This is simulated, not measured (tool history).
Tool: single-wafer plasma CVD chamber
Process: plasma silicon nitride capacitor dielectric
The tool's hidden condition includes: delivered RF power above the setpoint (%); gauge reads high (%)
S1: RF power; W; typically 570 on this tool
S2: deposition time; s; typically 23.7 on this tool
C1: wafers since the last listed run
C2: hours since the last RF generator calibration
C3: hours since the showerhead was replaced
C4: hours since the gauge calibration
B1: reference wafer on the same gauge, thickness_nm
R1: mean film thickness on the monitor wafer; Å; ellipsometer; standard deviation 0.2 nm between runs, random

run,day,S1,S2,C1,C2,C3,C4,B1,R1
1,0.000,570,23.7,0,811.4,6847.7,69.3,41.137,379.01
2,1.208,570,23.7,589,840.4,6876.7,98.3,41.086,381.69
3,1.796,570,23.7,286,854.5,6890.8,112.4,41.062,378.88
4,3.054,655,23.7,613,884.7,6921.0,142.6,40.975,394.68
5,3.696,655,23.7,313,900.1,6936.4,158.0,41.031,398.53
6,4.392,655,23.7,339,916.8,6953.1,174.7,41.183,396.88
7,5.129,570,23.7,359,934.5,6970.8,192.4,40.999,378.08
8,5.979,570,23.7,414,954.9,6991.2,212.8,41.143,383.57
9,6.883,570,23.7,441,976.6,7012.9,234.5,41.099,378.43
10,7.596,675,21.9,347,993.7,7030.0,251.6,41.125,367.77
11,8.821,625,20.0,597,1023.1,7059.4,281.0,41.063,328.29
# day 10.212: RF generator calibrated
12,10.233,460,27.7,526,0.5,7093.3,314.9,41.057,417.20
13,11.521,570,23.7,628,31.4,7124.2,345.8,41.067,383.33
# day 12.246: gauge calibrated
# day 12.446: showerhead replaced
14,12.679,570,23.7,402,59.2,5.6,10.4,41.075,378.37
15,13.888,465,25.9,589,88.2,34.6,39.4,41.076,389.73
16,15.062,570,23.7,573,116.4,62.8,67.6,41.104,381.84
17,15.683,600,25.8,302,131.3,77.7,82.5,41.055,416.52
18,16.554,525,28.4,424,152.2,98.6,103.4,41.122,442.11

Consider 4 possible next runs. They are alternatives, not a sequence: every one starts from the tool as it was left by run 18. What does each give?
A,16.571,685,23.7,8,152.6,99.0,103.8,?,?
B,16.571,525,20.2,8,152.6,99.0,103.8,?,?
C,16.571,485,23.7,8,152.6,99.0,103.8,?,?
D,16.571,520,25.7,8,152.6,99.0,103.8,?,?

run,B1,R1
A,41.142,401.49
B,41.142,317.23
C,41.142,363.96
D,41.142,402.51
What these runs would have given with no unlogged condition in the tool:
run,R1
A,401.49
B,317.23
C,363.96
D,402.51
